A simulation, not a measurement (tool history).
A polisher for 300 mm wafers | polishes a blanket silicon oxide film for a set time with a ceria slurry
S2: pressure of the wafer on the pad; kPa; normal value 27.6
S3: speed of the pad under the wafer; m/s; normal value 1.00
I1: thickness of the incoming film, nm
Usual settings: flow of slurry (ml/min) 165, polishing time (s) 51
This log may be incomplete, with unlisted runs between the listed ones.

{"run": 1, "hour": 0.0, "flow of slurry (ml/min)": 180, "S2": 27.6, "S3": 0.76, "polishing time (s)": 51, "I1": 833.0, "film removed (angstrom)": 2073}
{"run": 2, "hour": 18.4, "flow of slurry (ml/min)": 180, "S2": 27.6, "S3": 0.76, "polishing time (s)": 51, "I1": 825.4, "film removed (angstrom)": 2060}
{"run": 3, "hour": 34.7, "flow of slurry (ml/min)": 130, "S2": 27.6, "S3": 1.0, "polishing time (s)": 51, "I1": 816.1, "film removed (angstrom)": 2468}
{"run": 4, "hour": 59.5, "flow of slurry (ml/min)": 130, "S2": 27.6, "S3": 1.0, "polishing time (s)": 51, "I1": 819.6, "film removed (angstrom)": 2378}
{"run": 5, "hour": 73.8, "flow of slurry (ml/min)": 125, "S2": 27.6, "S3": 1.0, "polishing time (s)": 51, "I1": 807.3, "film removed (angstrom)": 2287}
{"run": 6, "hour": 99.3, "flow of slurry (ml/min)": 125, "S2": 27.6, "S3": 1.0, "polishing time (s)": 51, "I1": 826.1, "film removed (angstrom)": 2177}
{"hour": 111.0, "done": "slurry nozzle cleaned"}
{"run": 7, "hour": 112.3, "flow of slurry (ml/min)": 150, "S2": 27.6, "S3": 1.0, "polishing time (s)": 51, "I1": 826.1, "film removed (angstrom)": 2704}
{"hour": 121.3, "done": "head pressure recalibrated"}
{"run": 8, "hour": 126.0, "flow of slurry (ml/min)": 165, "S2": 27.6, "S3": 1.0, "polishing time (s)": 40, "I1": 809.1, "film removed (angstrom)": 2323}
{"hour": 144.6, "done": "worn pad replaced by a new one"}
{"run": 9, "hour": 193.2, "flow of slurry (ml/min)": 165, "S2": 18.6, "S3": 1.0, "polishing time (s)": 51, "I1": 829.9, "film removed (angstrom)": 2392}
{"run": 10, "hour": 223.3, "flow of slurry (ml/min)": 200, "S2": 22.8, "S3": 0.86, "polishing time (s)": 42, "I1": 804.6, "film removed (angstrom)": 1907}
{"run": 11, "hour": 246.9, "flow of slurry (ml/min)": 165, "S2": 21.4, "S3": 1.0, "polishing time (s)": 41, "I1": 824.1, "film removed (angstrom)": 2035}
{"run": 12, "hour": 276.5, "flow of slurry (ml/min)": 130, "S2": 27.6, "S3": 1.0, "polishing time (s)": 51, "I1": 814.1, "film removed (angstrom)": 2709}
{"hour": 305.5, "done": "slurry nozzle cleaned"}
{"run": 13, "hour": 310.6, "flow of slurry (ml/min)": 165, "S2": 33.1, "S3": 1.0, "polishing time (s)": 63, "I1": 825.3, "film removed (angstrom)": 4158}
{"hour": 328.5, "done": "worn pad replaced by a new one"}
{"run": 14, "hour": 343.2, "flow of slurry (ml/min)": 140, "S2": 27.6, "S3": 0.68, "polishing time (s)": 51, "I1": 812.6, "film removed (angstrom)": 1941}
{"run": 15, "hour": 364.2, "flow of slurry (ml/min)": 125, "S2": 27.6, "S3": 1.0, "polishing time (s)": 51, "I1": 816.7, "film removed (angstrom)": 2740}
{"run": 16, "hour": 391.2, "flow of slurry (ml/min)": 165, "S2": 32.4, "S3": 0.88, "polishing time (s)": 69, "I1": 820.2, "film removed (angstrom)": 3865}

Here are 5 independent what-if runs from the current tool condition. What would each one return?
{"run": "A", "hour": 391.6, "flow of slurry (ml/min)": 165, "S2": 27.6, "S3": 1.0, "polishing time (s)": 51, "I1": 823.7, "film removed (angstrom)": "?"}
{"run": "B", "hour": 391.6, "flow of slurry (ml/min)": 125, "S2": 22.1, "S3": 1.0, "polishing time (s)": 51, "I1": 823.7, "film removed (angstrom)": "?"}
{"run": "C", "hour": 391.6, "flow of slurry (ml/min)": 120, "S2": 27.6, "S3": 0.9, "polishing time (s)": 57, "I1": 823.7, "film removed (angstrom)": "?"}
{"run": "D", "hour": 391.6, "flow of slurry (ml/min)": 115, "S2": 20.7, "S3": 1.0, "polishing time (s)": 46, "I1": 823.7, "film removed (angstrom)": "?"}
{"run": "E", "hour": 391.6, "flow of slurry (ml/min)": 195, "S2": 27.6, "S3": 1.12, "polishing time (s)": 51, "I1": 823.7, "film removed (angstrom)": "?"}

run=A film_removed_(angstrom)=2962
run=B film_removed_(angstrom)=2448
run=C film_removed_(angstrom)=2768
run=D film_removed_(angstrom)=2084
run=E film_removed_(angstrom)=3417
Without the tool's hidden state the same runs would have given:
run=A film_removed_(angstrom)=3010
run=B film_removed_(angstrom)=2502
run=C film_removed_(angstrom)=2831
run=D film_removed_(angstrom)=2134
run=E film_removed_(angstrom)=3463

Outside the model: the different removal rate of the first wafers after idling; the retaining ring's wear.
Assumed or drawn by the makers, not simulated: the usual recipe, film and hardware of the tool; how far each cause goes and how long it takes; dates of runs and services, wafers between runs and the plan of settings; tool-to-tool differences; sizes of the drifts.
